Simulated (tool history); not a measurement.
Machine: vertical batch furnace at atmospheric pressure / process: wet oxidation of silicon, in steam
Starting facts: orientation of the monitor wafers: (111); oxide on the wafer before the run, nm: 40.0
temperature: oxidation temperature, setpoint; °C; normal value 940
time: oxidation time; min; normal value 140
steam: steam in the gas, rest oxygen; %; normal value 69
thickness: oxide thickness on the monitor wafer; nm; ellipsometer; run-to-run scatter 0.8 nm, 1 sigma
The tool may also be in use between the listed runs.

run	hour	temperature	time	steam	read-back reference wafer on the same gauge, thickness	thickness
1	0	955	140	69	571.05	522.79
2	99.3	924	140	69	571	426.38
3	158.8	940	140	63	570.93	446.71
4	216.4	940	140	63	571.04	446.31
5	236.7	940	140	69	570.89	474.11
6	270.6	940	140	69	571.08	474.24
7	304.8	940	140	69	570.97	472.31
# hour 305.3: gauge calibrated
8	327.3	940	140	69	571.07	472.3
# hour 358.5: thermocouples replaced and temperature profile calibrated
9	361.9	963	78	79	570.9	413.21
# hour 399.7: steam generator serviced
10	400.2	940	140	63	571.09	462.82
11	405.3	955	106	74	570.88	473.21
12	416.4	956	167.5	75	571.07	636.38
13	510.4	940	74	69	570.91	323.68
14	527.6	931	140	58	570.9	413.2
15	563.1	948	74.5	69	571.01	344.71
16	578.2	940	140	69	571.07	489.91

Consider 3 possible next runs. They are alternatives, not a sequence: every one starts from the tool as it was left by run 16. What does each give?
A	583.4	940	140	69	?	?
B	583.4	929	167.5	62	?	?
C	583.4	940	140	61	?	?

run	read-back reference wafer on the same gauge, thickness	thickness
A	570.93	491.69
B	570.93	479.53
C	570.93	454.35
The same runs, with their run-to-run variation unchanged, on a tool lacking any hidden condition would have given:
run	thickness
A	492.89
B	480.73
C	455.47

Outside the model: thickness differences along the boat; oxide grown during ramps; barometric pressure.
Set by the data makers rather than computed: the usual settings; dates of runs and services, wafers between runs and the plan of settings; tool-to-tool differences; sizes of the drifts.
